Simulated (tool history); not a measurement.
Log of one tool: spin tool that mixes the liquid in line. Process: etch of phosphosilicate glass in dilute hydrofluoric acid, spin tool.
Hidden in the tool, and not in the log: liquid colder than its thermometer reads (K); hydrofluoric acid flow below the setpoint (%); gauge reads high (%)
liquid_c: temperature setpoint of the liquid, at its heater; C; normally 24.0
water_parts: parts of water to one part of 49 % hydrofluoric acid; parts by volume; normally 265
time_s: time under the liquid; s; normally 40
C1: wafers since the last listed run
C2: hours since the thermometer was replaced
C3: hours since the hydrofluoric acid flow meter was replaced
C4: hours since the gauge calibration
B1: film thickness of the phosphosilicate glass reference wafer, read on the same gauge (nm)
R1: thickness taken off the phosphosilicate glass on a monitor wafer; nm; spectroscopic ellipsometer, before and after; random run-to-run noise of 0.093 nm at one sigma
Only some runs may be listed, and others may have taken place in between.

{"run": 1, "hour": 0.0, "liquid_c": 24.0, "water_parts": 265, "time_s": 40, "C1": 0, "C2": 67.0, "C3": 472.6, "C4": 31.2, "B1": 40.02, "R1": 15.28}
{"run": 2, "hour": 12.9, "liquid_c": 26.5, "water_parts": 265, "time_s": 30, "C1": 100, "C2": 79.9, "C3": 485.5, "C4": 44.1, "B1": 39.99, "R1": 12.37}
{"run": 3, "hour": 44.3, "liquid_c": 26.5, "water_parts": 265, "time_s": 30, "C1": 244, "C2": 111.3, "C3": 516.9, "C4": 75.5, "B1": 40.0, "R1": 12.56}
{"run": 4, "hour": 80.1, "liquid_c": 24.0, "water_parts": 265, "time_s": 40, "C1": 278, "C2": 147.1, "C3": 552.7, "C4": 111.3, "B1": 40.01, "R1": 15.15}
{"run": 5, "hour": 102.2, "liquid_c": 24.0, "water_parts": 200, "time_s": 40, "C1": 171, "C2": 169.2, "C3": 574.8, "C4": 133.4, "B1": 40.02, "R1": 21.55}
{"run": 6, "hour": 129.2, "liquid_c": 24.0, "water_parts": 200, "time_s": 40, "C1": 210, "C2": 196.2, "C3": 601.8, "C4": 160.4, "B1": 39.99, "R1": 21.46}
{"run": 7, "hour": 147.2, "liquid_c": 24.0, "water_parts": 200, "time_s": 40, "C1": 140, "C2": 214.2, "C3": 619.8, "C4": 178.4, "B1": 40.01, "R1": 21.42}
{"run": 8, "hour": 161.2, "liquid_c": 24.0, "water_parts": 265, "time_s": 40, "C1": 108, "C2": 228.2, "C3": 633.8, "C4": 192.4, "B1": 40.01, "R1": 15.08}
{"run": 9, "hour": 193.5, "liquid_c": 24.0, "water_parts": 265, "time_s": 40, "C1": 251, "C2": 260.5, "C3": 666.1, "C4": 224.7, "B1": 39.99, "R1": 15.03}
{"run": 10, "hour": 213.6, "liquid_c": 24.0, "water_parts": 305, "time_s": 35, "C1": 156, "C2": 280.6, "C3": 686.2, "C4": 244.8, "B1": 40.02, "R1": 11.04}
{"run": 11, "hour": 226.3, "liquid_c": 24.0, "water_parts": 265, "time_s": 40, "C1": 98, "C2": 293.3, "C3": 698.9, "C4": 257.5, "B1": 39.99, "R1": 15.16}
{"run": 12, "hour": 239.9, "liquid_c": 24.0, "water_parts": 265, "time_s": 40, "C1": 105, "C2": 306.9, "C3": 712.5, "C4": 271.1, "B1": 40.0, "R1": 15.1}
{"run": 13, "hour": 257.1, "liquid_c": 24.0, "water_parts": 265, "time_s": 40, "C1": 133, "C2": 324.1, "C3": 729.7, "C4": 288.3, "B1": 39.99, "R1": 15.16}
{"hour": 266.8, "done": "hydrofluoric acid flow meter replaced"}
{"run": 14, "hour": 274.4, "liquid_c": 24.0, "water_parts": 265, "time_s": 40, "C1": 126, "C2": 341.4, "C3": 7.6, "C4": 305.6, "B1": 39.99, "R1": 15.57}
{"run": 15, "hour": 298.3, "liquid_c": 25.0, "water_parts": 265, "time_s": 40, "C1": 185, "C2": 365.3, "C3": 31.5, "C4": 329.5, "B1": 39.99, "R1": 16.21}
{"run": 16, "hour": 333.9, "liquid_c": 24.0, "water_parts": 265, "time_s": 40, "C1": 276, "C2": 400.9, "C3": 67.1, "C4": 365.1, "B1": 40.02, "R1": 15.42}
{"run": 17, "hour": 348.7, "liquid_c": 25.5, "water_parts": 345, "time_s": 25, "C1": 115, "C2": 415.7, "C3": 81.9, "C4": 379.9, "B1": 40.01, "R1": 7.15}
{"run": 18, "hour": 374.8, "liquid_c": 24.0, "water_parts": 265, "time_s": 40, "C1": 203, "C2": 441.8, "C3": 108.0, "C4": 406.0, "B1": 40.01, "R1": 15.55}
{"run": 19, "hour": 393.4, "liquid_c": 27.0, "water_parts": 310, "time_s": 15, "C1": 144, "C2": 460.4, "C3": 126.6, "C4": 424.6, "B1": 40.0, "R1": 5.24}
{"run": 20, "hour": 406.9, "liquid_c": 25.5, "water_parts": 150, "time_s": 35, "C1": 105, "C2": 473.9, "C3": 140.1, "C4": 438.1, "B1": 40.01, "R1": 28.37}
{"run": 21, "hour": 439.6, "liquid_c": 24.0, "water_parts": 140, "time_s": 40, "C1": 254, "C2": 506.6, "C3": 172.8, "C4": 470.8, "B1": 40.0, "R1": 33.26}
{"hour": 466.0, "done": "thermometer replaced"}
{"run": 22, "hour": 471.2, "liquid_c": 27.5, "water_parts": 265, "time_s": 40, "C1": 238, "C2": 5.2, "C3": 204.4, "C4": 502.4, "B1": 40.02, "R1": 17.35}
{"run": 23, "hour": 488.8, "liquid_c": 28.0, "water_parts": 345, "time_s": 40, "C1": 136, "C2": 22.8, "C3": 222.0, "C4": 520.0, "B1": 40.01, "R1": 12.5}
{"run": 24, "hour": 512.5, "liquid_c": 24.0, "water_parts": 265, "time_s": 40, "C1": 184, "C2": 46.5, "C3": 245.7, "C4": 543.7, "B1": 39.98, "R1": 15.43}
{"run": 25, "hour": 542.6, "liquid_c": 29.0, "water_parts": 220, "time_s": 15, "C1": 234, "C2": 76.6, "C3": 275.8, "C4": 573.8, "B1": 39.98, "R1": 8.74}
{"run": 26, "hour": 560.9, "liquid_c": 20.5, "water_parts": 265, "time_s": 25, "C1": 142, "C2": 94.9, "C3": 294.1, "C4": 592.1, "B1": 40.01, "R1": 8.35}
{"hour": 562.7, "done": "gauge calibrated"}
{"run": 27, "hour": 580.8, "liquid_c": 24.0, "water_parts": 265, "time_s": 40, "C1": 154, "C2": 114.8, "C3": 314.0, "C4": 18.1, "B1": 39.99, "R1": 15.37}
{"run": 28, "hour": 605.5, "liquid_c": 22.0, "water_parts": 340, "time_s": 20, "C1": 192, "C2": 139.5, "C3": 338.7, "C4": 42.8, "B1": 40.0, "R1": 5.18}
{"run": 29, "hour": 641.2, "liquid_c": 24.0, "water_parts": 265, "time_s": 45, "C1": 277, "C2": 175.2, "C3": 374.4, "C4": 78.5, "B1": 39.98, "R1": 17.16}
{"run": 30, "hour": 668.6, "liquid_c": 20.0, "water_parts": 340, "time_s": 65, "C1": 213, "C2": 202.6, "C3": 401.8, "C4": 105.9, "B1": 39.98, "R1": 15.64}
{"run": 31, "hour": 696.8, "liquid_c": 20.5, "water_parts": 215, "time_s": 40, "C1": 219, "C2": 230.8, "C3": 430.0, "C4": 134.1, "B1": 39.99, "R1": 17.29}
{"run": 32, "hour": 731.7, "liquid_c": 24.0, "water_parts": 265, "time_s": 25, "C1": 271, "C2": 265.7, "C3": 464.9, "C4": 169.0, "B1": 40.01, "R1": 9.49}

The tool's hidden state at each run:
liquid colder than its thermometer reads (K): 0 in every run
gauge reads high (%): 0 in every run
H1: hydrofluoric acid flow below the setpoint (%)
run=1 H1=1.51
run=2 H1=1.55
run=3 H1=1.65
run=4 H1=1.76
run=5 H1=1.83
run=6 H1=1.92
run=7 H1=1.97
run=8 H1=2.02
run=9 H1=2.12
run=10 H1=2.18
run=11 H1=2.22
run=12 H1=2.26
run=13 H1=2.32
run=14 H1=0.139
run=15 H1=0.214
run=16 H1=0.326
run=17 H1=0.372
run=18 H1=0.454
run=19 H1=0.512
run=20 H1=0.554
run=21 H1=0.657
run=22 H1=0.756
run=23 H1=0.811
run=24 H1=0.885
run=25 H1=0.979
run=26 H1=1.04
run=27 H1=1.1
run=28 H1=1.18
run=29 H1=1.29
run=30 H1=1.37
run=31 H1=1.46
run=32 H1=1.57

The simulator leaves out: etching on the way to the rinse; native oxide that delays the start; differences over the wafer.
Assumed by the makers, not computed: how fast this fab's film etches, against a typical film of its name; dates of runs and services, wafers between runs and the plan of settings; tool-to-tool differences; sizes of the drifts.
